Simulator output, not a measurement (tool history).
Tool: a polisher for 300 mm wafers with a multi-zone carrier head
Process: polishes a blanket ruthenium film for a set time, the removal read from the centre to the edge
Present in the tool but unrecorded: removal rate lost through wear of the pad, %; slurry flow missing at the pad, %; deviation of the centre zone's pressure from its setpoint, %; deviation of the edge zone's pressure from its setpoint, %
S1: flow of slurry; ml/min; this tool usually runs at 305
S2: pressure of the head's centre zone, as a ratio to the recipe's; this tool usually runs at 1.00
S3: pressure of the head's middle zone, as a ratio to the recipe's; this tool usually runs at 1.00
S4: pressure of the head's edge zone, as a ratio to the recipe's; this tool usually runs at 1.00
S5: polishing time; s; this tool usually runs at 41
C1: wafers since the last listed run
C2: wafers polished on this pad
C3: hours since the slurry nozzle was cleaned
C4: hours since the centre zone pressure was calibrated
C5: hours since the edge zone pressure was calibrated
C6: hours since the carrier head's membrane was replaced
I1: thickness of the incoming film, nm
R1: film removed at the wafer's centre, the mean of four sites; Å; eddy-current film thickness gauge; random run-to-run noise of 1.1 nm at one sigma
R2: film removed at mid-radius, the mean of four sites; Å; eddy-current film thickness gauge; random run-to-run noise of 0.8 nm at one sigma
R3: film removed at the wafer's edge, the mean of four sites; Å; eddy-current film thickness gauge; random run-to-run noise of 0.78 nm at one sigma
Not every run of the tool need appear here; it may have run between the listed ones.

Run 1, hour 0.0: usual settings; C1 0; C2 465; C3 29.3; C4 575.4; C5 123.5; C6 1265.6; I1 515.0. Result: R1 827 Å, R2 751 Å, R3 744 Å.
Run 2, hour 29.1: usual settings; C1 352; C2 817; C3 58.4; C4 604.5; C5 152.6; C6 1294.7; I1 513.7. Result: R1 844 Å, R2 755 Å, R3 739 Å.
Run 3, hour 42.2: usual settings; C1 158; C2 976; C3 71.5; C4 617.6; C5 165.7; C6 1307.8; I1 507.1. Result: R1 839 Å, R2 743 Å, R3 755 Å.
Run 4, hour 77.1: usual settings; C1 422; C2 1398; C3 106.4; C4 652.5; C5 200.6; C6 1342.7; I1 506.3. Result: R1 844 Å, R2 755 Å, R3 750 Å.
Run 5, hour 108.9: usual settings; C1 384; C2 1783; C3 138.2; C4 684.3; C5 232.4; C6 1374.5; I1 510.4. Result: R1 831 Å, R2 754 Å, R3 765 Å.
At hour 127.4: worn pad replaced by a new one.
Run 6, hour 144.0: usual settings but S2 1.04, S4 1.04; C1 376; C2 200; C3 173.3; C4 719.4; C5 267.5; C6 1409.6; I1 506.6. Result: R1 894 Å, R2 750 Å, R3 777 Å.
Run 7, hour 166.5: usual settings but S4 1.07; C1 272; C2 472; C3 195.8; C4 741.9; C5 290.0; C6 1432.1; I1 507.3. Result: R1 828 Å, R2 733 Å, R3 785 Å.
Run 8, hour 184.8: usual settings but S1 255 ml/min, S2 0.89, S5 30 s; C1 221; C2 694; C3 214.1; C4 760.2; C5 308.3; C6 1450.4; I1 512.0. Result: R1 529 Å, R2 517 Å, R3 545 Å.
Run 9, hour 208.9: usual settings but S1 215 ml/min, S2 1.09, S5 36 s; C1 291; C2 985; C3 238.2; C4 784.3; C5 332.4; C6 1474.5; I1 520.4. Result: R1 738 Å, R2 605 Å, R3 618 Å.
Run 10, hour 229.8: usual settings; C1 252; C2 1238; C3 259.1; C4 805.2; C5 353.3; C6 1495.4; I1 509.4. Result: R1 819 Å, R2 718 Å, R3 727 Å.
At hour 256.0: carrier head's membrane replaced by a new one.
Run 11, hour 304.4: usual settings; C1 842; C2 2080; C3 333.7; C4 879.8; C5 427.9; C6 48.4; I1 515.6. Result: R1 785 Å, R2 696 Å, R3 715 Å.
At hour 315.2: edge zone pressure recalibrated.
Run 12, hour 325.5: usual settings but S1 215 ml/min, S2 1.09, S5 36 s; C1 231; C2 2311; C3 354.8; C4 900.9; C5 10.3; C6 69.5; I1 518.2. Result: R1 679 Å, R2 544 Å, R3 586 Å.
At hour 337.4: worn pad replaced by a new one.
At hour 346.4: centre zone pressure recalibrated.
Run 13, hour 350.0: usual settings; C1 223; C2 128; C3 379.3; C4 3.6; C5 34.8; C6 94.0; I1 505.6. Result: R1 681 Å, R2 671 Å, R3 691 Å.
At hour 355.3: slurry nozzle cleaned.
Run 14, hour 362.2: usual settings but S1 355 ml/min, S4 0.89; C1 135; C2 263; C3 6.9; C4 15.8; C5 47.0; C6 106.2; I1 512.5. Result: R1 785 Å, R2 760 Å, R3 710 Å.
Run 15, hour 387.7: usual settings but S1 355 ml/min; C1 308; C2 572; C3 32.4; C4 41.3; C5 72.5; C6 131.7; I1 518.6. Result: R1 783 Å, R2 763 Å, R3 753 Å.
Run 16, hour 414.0: usual settings but S5 31 s; C1 318; C2 890; C3 58.7; C4 67.6; C5 98.8; C6 158.0; I1 510.0. Result: R1 595 Å, R2 566 Å, R3 571 Å.
Run 17, hour 426.6: usual settings but S1 390 ml/min; C1 152; C2 1043; C3 71.3; C4 80.2; C5 111.4; C6 170.6; I1 515.2. Result: R1 806 Å, R2 762 Å, R3 764 Å.
Run 18, hour 456.2: usual settings; C1 358; C2 1401; C3 100.9; C4 109.8; C5 141.0; C6 200.2; I1 506.9. Result: R1 796 Å, R2 733 Å, R3 758 Å.
Run 19, hour 488.4: usual settings; C1 389; C2 1790; C3 133.1; C4 142.0; C5 173.2; C6 232.4; I1 500.1. Result: R1 796 Å, R2 736 Å, R3 752 Å.
Run 20, hour 510.6: usual settings but S1 225 ml/min, S2 0.94, S3 1.11, S5 53 s; C1 268; C2 2059; C3 155.3; C4 164.2; C5 195.4; C6 254.6; I1 505.5. Result: R1 915 Å, R2 987 Å, R3 930 Å.
Run 21, hour 531.0: usual settings but S1 220 ml/min, S2 1.08, S4 1.07, S5 30 s; C1 246; C2 2306; C3 175.7; C4 184.6; C5 215.8; C6 275.0; I1 511.3. Result: R1 593 Å, R2 508 Å, R3 541 Å.
At hour 537.2: worn pad replaced by a new one.
Run 22, hour 544.0: usual settings but S1 345 ml/min, S4 0.93; C1 108; C2 81; C3 188.7; C4 197.6; C5 228.8; C6 288.0; I1 511.0. Result: R1 799 Å, R2 753 Å, R3 745 Å.
Run 23, hour 556.6: usual settings but S1 345 ml/min, S5 52 s; C1 152; C2 234; C3 201.3; C4 210.2; C5 241.4; C6 300.6; I1 510.9. Result: R1 1004 Å, R2 952 Å, R3 959 Å.

Here are 3 independent what-if runs from the current tool condition. What would each one return?
Run A, hour 557.0: usual settings; C1 4; C2 239; C3 201.7; C4 210.6; C5 241.8; C6 301.0; I1 511.4. Result: R1 ?, R2 ?, R3 ?.
Run B, hour 557.0: usual settings but S1 280 ml/min, S3 1.05, S5 29 s; C1 4; C2 239; C3 201.7; C4 210.6; C5 241.8; C6 301.0; I1 511.4. Result: R1 ?, R2 ?, R3 ?.
Run C, hour 557.0: usual settings but S3 0.92; C1 4; C2 239; C3 201.7; C4 210.6; C5 241.8; C6 301.0; I1 511.4. Result: R1 ?, R2 ?, R3 ?.

run   R1   R2   R3
  A  792  737  738
  B  553  533  517
  C  791  697  739
Stripped of hidden state, with their random variation kept, the same runs would have yielded:
run   R1   R2   R3
  A  763  758  754
  B  535  549  529
  C  763  717  755
